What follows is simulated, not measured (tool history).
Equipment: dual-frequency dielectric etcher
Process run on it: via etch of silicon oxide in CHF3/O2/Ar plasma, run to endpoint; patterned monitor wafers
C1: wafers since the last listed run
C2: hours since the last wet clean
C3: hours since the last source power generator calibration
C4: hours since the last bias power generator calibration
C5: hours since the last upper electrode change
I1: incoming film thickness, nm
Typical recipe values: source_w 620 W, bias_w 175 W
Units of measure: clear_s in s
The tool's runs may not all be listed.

run 1 hour=0 | source_w=620 bias_w=175 | C1=0 C2=135.9 C3=3683.7 C4=3683.2 C5=3768.9 | I1=535.3 | clear_s=256.1
run 2 hour=44.2 | source_w=570 bias_w=175 | C1=294 C2=180.1 C3=3727.9 C4=3727.4 C5=3813.1 | I1=534.1 | clear_s=270.8
run 3 hour=97.7 | source_w=570 bias_w=175 | C1=356 C2=233.6 C3=3781.4 C4=3780.9 C5=3866.6 | I1=538.1 | clear_s=273.6
run 4 hour=203.1 | source_w=620 bias_w=157 | C1=702 C2=339 C3=3886.8 C4=3886.3 C5=3972 | I1=530.8 | clear_s=265.5
-- hour=296 wet clean of the chamber
run 5 hour=390 | source_w=620 bias_w=157 | C1=1086 C2=94 C3=4073.7 C4=4073.2 C5=4158.9 | I1=533 | clear_s=257.1
run 6 hour=423.5 | source_w=730 bias_w=175 | C1=223 C2=127.5 C3=4107.2 C4=4106.7 C5=4192.4 | I1=536.9 | clear_s=231
run 7 hour=449.8 | source_w=730 bias_w=175 | C1=175 C2=153.8 C3=4133.5 C4=4133 C5=4218.7 | I1=538 | clear_s=233
run 8 hour=489.8 | source_w=730 bias_w=175 | C1=266 C2=193.8 C3=4173.5 C4=4173 C5=4258.7 | I1=534.3 | clear_s=233.6
run 9 hour=545.8 | source_w=620 bias_w=175 | C1=373 C2=249.8 C3=4229.5 C4=4229 C5=4314.7 | I1=530.7 | clear_s=256.1
run 10 hour=571 | source_w=620 bias_w=175 | C1=168 C2=275 C3=4254.7 C4=4254.2 C5=4339.9 | I1=537.1 | clear_s=255.7
run 11 hour=620.7 | source_w=620 bias_w=175 | C1=331 C2=324.7 C3=4304.4 C4=4303.9 C5=4389.6 | I1=533.6 | clear_s=261.7
-- hour=695.4 wet clean of the chamber
run 12 hour=695.9 | source_w=540 bias_w=156 | C1=341 C2=0.5 C3=4379.6 C4=4379.1 C5=4464.8 | I1=537 | clear_s=275.8
run 13 hour=730.3 | source_w=620 bias_w=175 | C1=229 C2=34.9 C3=4414 C4=4413.5 C5=4499.2 | I1=536.3 | clear_s=249.8
-- hour=774.4 upper electrode replaced
run 14 hour=774.9 | source_w=620 bias_w=175 | C1=137 C2=79.5 C3=4458.6 C4=4458.1 C5=0.5 | I1=531 | clear_s=250.7
run 15 hour=798.7 | source_w=660 bias_w=175 | C1=158 C2=103.3 C3=4482.4 C4=4481.9 C5=24.3 | I1=537.1 | clear_s=243.1
run 16 hour=835.8 | source_w=670 bias_w=137 | C1=247 C2=140.4 C3=4519.5 C4=4519 C5=61.4 | I1=534.6 | clear_s=255.6
run 17 hour=885.4 | source_w=500 bias_w=210 | C1=330 C2=190 C3=4569.1 C4=4568.6 C5=111 | I1=537.3 | clear_s=278.7
run 18 hour=940.8 | source_w=620 bias_w=202 | C1=369 C2=245.4 C3=4624.5 C4=4624 C5=166.4 | I1=531.2 | clear_s=243.6
run 19 hour=1006.6 | source_w=620 bias_w=137 | C1=438 C2=311.2 C3=4690.3 C4=4689.8 C5=232.2 | I1=536.6 | clear_s=277
run 20 hour=1046.2 | source_w=620 bias_w=155 | C1=264 C2=350.8 C3=4729.9 C4=4729.4 C5=271.8 | I1=536.9 | clear_s=268.1
-- hour=1080.8 source power generator calibrated
run 21 hour=1083.8 | source_w=710 bias_w=162 | C1=224 C2=388.4 C3=3 C4=4767 C5=309.4 | I1=535.1 | clear_s=246.5
-- hour=1096.5 bias power generator calibrated
-- hour=1121 wet clean of the chamber
run 22 hour=1144 | source_w=620 bias_w=175 | C1=214 C2=23 C3=63.2 C4=47.5 C5=369.6 | I1=534.2 | clear_s=250.1
run 23 hour=1199.4 | source_w=620 bias_w=175 | C1=369 C2=78.4 C3=118.6 C4=102.9 C5=425 | I1=533.8 | clear_s=250
run 24 hour=1251.8 | source_w=530 bias_w=133 | C1=349 C2=130.8 C3=171 C4=155.3 C5=477.4 | I1=538.3 | clear_s=300.2
run 25 hour=1302.9 | source_w=710 bias_w=198 | C1=340 C2=181.9 C3=222.1 C4=206.4 C5=528.5 | I1=534.1 | clear_s=228.9
run 26 hour=1342.5 | source_w=620 bias_w=151 | C1=264 C2=221.5 C3=261.7 C4=246 C5=568.1 | I1=533.5 | clear_s=265.7
run 27 hour=1391 | source_w=510 bias_w=132 | C1=323 C2=270 C3=310.2 C4=294.5 C5=616.6 | I1=534.7 | clear_s=316.8
run 28 hour=1418.7 | source_w=740 bias_w=190 | C1=184 C2=297.7 C3=337.9 C4=322.2 C5=644.3 | I1=534.8 | clear_s=228.1
run 29 hour=1468.1 | source_w=620 bias_w=160 | C1=329 C2=347.1 C3=387.3 C4=371.6 C5=693.7 | I1=541.4 | clear_s=269.9
run 30 hour=1537.5 | source_w=480 bias_w=162 | C1=462 C2=416.5 C3=456.7 C4=441 C5=763.1 | I1=543.1 | clear_s=318.9
-- hour=1575.6 wet clean of the chamber
run 31 hour=1576.1 | source_w=620 bias_w=175 | C1=97 C2=0.5 C3=495.3 C4=479.6 C5=801.7 | I1=535.8 | clear_s=252.2
run 32 hour=1629.7 | source_w=500 bias_w=153 | C1=357 C2=54.1 C3=548.9 C4=533.2 C5=855.3 | I1=537.5 | clear_s=300.1
run 33 hour=1691.2 | source_w=620 bias_w=175 | C1=410 C2=115.6 C3=610.4 C4=594.7 C5=916.8 | I1=538.8 | clear_s=258.1
run 34 hour=1756.8 | source_w=550 bias_w=150 | C1=437 C2=181.2 C3=676 C4=660.3 C5=982.4 | I1=531.3 | clear_s=285.6
run 35 hour=1801.9 | source_w=620 bias_w=163 | C1=300 C2=226.3 C3=721.1 C4=705.4 C5=1027.5 | I1=527.1 | clear_s=260.9
run 36 hour=1837 | source_w=470 bias_w=160 | C1=234 C2=261.4 C3=756.2 C4=740.5 C5=1062.6 | I1=536.7 | clear_s=319.5

3 ways to go on from here, each from the tool as it stands after run 36. What would each give?
run A hour=1837.5 | source_w=770 bias_w=175 | C1=3 C2=261.9 C3=756.7 C4=741 C5=1063.1 | I1=537.6 | clear_s=?
run B hour=1837.5 | source_w=560 bias_w=147 | C1=3 C2=261.9 C3=756.7 C4=741 C5=1063.1 | I1=537.6 | clear_s=?
run C hour=1837.5 | source_w=560 bias_w=143 | C1=3 C2=261.9 C3=756.7 C4=741 C5=1063.1 | I1=537.6 | clear_s=?

run=A clear_s=229.9
run=B clear_s=289.4
run=C clear_s=291.3
Without the tool's unlogged condition, the same runs would have read:
run=A clear_s=221.1
run=B clear_s=278.3
run=C clear_s=280.2
